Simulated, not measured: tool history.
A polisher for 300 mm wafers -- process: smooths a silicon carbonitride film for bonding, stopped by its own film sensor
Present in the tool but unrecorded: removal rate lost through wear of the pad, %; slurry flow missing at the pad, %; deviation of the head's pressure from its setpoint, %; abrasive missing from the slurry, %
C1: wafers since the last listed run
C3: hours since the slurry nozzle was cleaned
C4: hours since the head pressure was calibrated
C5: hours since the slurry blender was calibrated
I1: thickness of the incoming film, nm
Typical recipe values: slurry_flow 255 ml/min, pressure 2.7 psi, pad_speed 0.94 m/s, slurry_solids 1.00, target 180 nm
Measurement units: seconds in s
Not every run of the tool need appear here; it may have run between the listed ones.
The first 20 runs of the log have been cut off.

run 21 hour=306.1 | slurry_flow=255 pressure=3.4 pad_speed=1.14 slurry_solids=1.10 target=180 | C1=147 wafers_polished_on_this_pad=687 C3=60.8 C4=74.3 C5=494.1 | I1=201.0 | seconds=41.3
-- hour=320.0 slurry blender recalibrated
run 22 hour=320.6 | slurry_flow=255 pressure=2.3 pad_speed=0.94 slurry_solids=1.00 target=180 | C1=119 wafers_polished_on_this_pad=807 C3=75.3 C4=88.8 C5=0.6 | I1=202.8 | seconds=80.6
run 23 hour=330.8 | slurry_flow=255 pressure=2.7 pad_speed=0.94 slurry_solids=1.15 target=185 | C1=97 wafers_polished_on_this_pad=904 C3=85.5 C4=99.0 C5=10.8 | I1=200.3 | seconds=43.6
run 24 hour=341.6 | slurry_flow=255 pressure=2.7 pad_speed=1.10 slurry_solids=1.00 target=180 | C1=103 wafers_polished_on_this_pad=1008 C3=96.3 C4=109.8 C5=21.6 | I1=198.6 | seconds=49.3
run 25 hour=353.4 | slurry_flow=255 pressure=3.1 pad_speed=0.94 slurry_solids=0.80 target=180 | C1=112 wafers_polished_on_this_pad=1121 C3=108.1 C4=121.6 C5=33.4 | I1=200.4 | seconds=57.9
-- hour=360.2 worn pad replaced by a new one
run 26 hour=369.6 | slurry_flow=255 pressure=2.7 pad_speed=0.94 slurry_solids=1.00 target=180 | C1=116 wafers_polished_on_this_pad=90 C3=124.3 C4=137.8 C5=49.6 | I1=203.5 | seconds=66.4
run 27 hour=380.5 | slurry_flow=255 pressure=2.7 pad_speed=0.94 slurry_solids=1.00 target=180 | C1=104 wafers_polished_on_this_pad=194 C3=135.2 C4=148.7 C5=60.5 | I1=203.1 | seconds=65.8
run 28 hour=397.5 | slurry_flow=255 pressure=2.7 pad_speed=1.16 slurry_solids=0.85 target=180 | C1=162 wafers_polished_on_this_pad=357 C3=152.2 C4=165.7 C5=77.5 | I1=200.9 | seconds=54.6
run 29 hour=403.7 | slurry_flow=255 pressure=2.7 pad_speed=0.94 slurry_solids=1.00 target=180 | C1=59 wafers_polished_on_this_pad=416 C3=158.4 C4=171.9 C5=83.7 | I1=201.8 | seconds=63.0
run 30 hour=415.5 | slurry_flow=315 pressure=2.7 pad_speed=0.94 slurry_solids=1.00 target=180 | C1=112 wafers_polished_on_this_pad=529 C3=170.2 C4=183.7 C5=95.5 | I1=201.7 | seconds=63.4

Alternative continuations, all from the tool just after run 30; predict every row:
run A hour=415.9 | slurry_flow=255 pressure=2.7 pad_speed=0.94 slurry_solids=1.00 target=180 | C1=3 wafers_polished_on_this_pad=533 C3=170.6 C4=184.1 C5=95.9 | I1=200.1 | seconds=?
run B hour=415.9 | slurry_flow=330 pressure=2.5 pad_speed=0.94 slurry_solids=1.00 target=180 | C1=3 wafers_polished_on_this_pad=533 C3=170.6 C4=184.1 C5=95.9 | I1=200.1 | seconds=?
run C hour=415.9 | slurry_flow=255 pressure=2.4 pad_speed=0.94 slurry_solids=1.00 target=176 | C1=3 wafers_polished_on_this_pad=533 C3=170.6 C4=184.1 C5=95.9 | I1=200.1 | seconds=?
run D hour=415.9 | slurry_flow=255 pressure=3.5 pad_speed=0.94 slurry_solids=0.90 target=180 | C1=3 wafers_polished_on_this_pad=533 C3=170.6 C4=184.1 C5=95.9 | I1=200.1 | seconds=?

run=A seconds=58.1
run=B seconds=61.5
run=C seconds=78.4
run=D seconds=46.5
With no hidden state in the tool, these same runs would have given:
run=A seconds=55.3
run=B seconds=58.6
run=C seconds=74.6
run=D seconds=44.3

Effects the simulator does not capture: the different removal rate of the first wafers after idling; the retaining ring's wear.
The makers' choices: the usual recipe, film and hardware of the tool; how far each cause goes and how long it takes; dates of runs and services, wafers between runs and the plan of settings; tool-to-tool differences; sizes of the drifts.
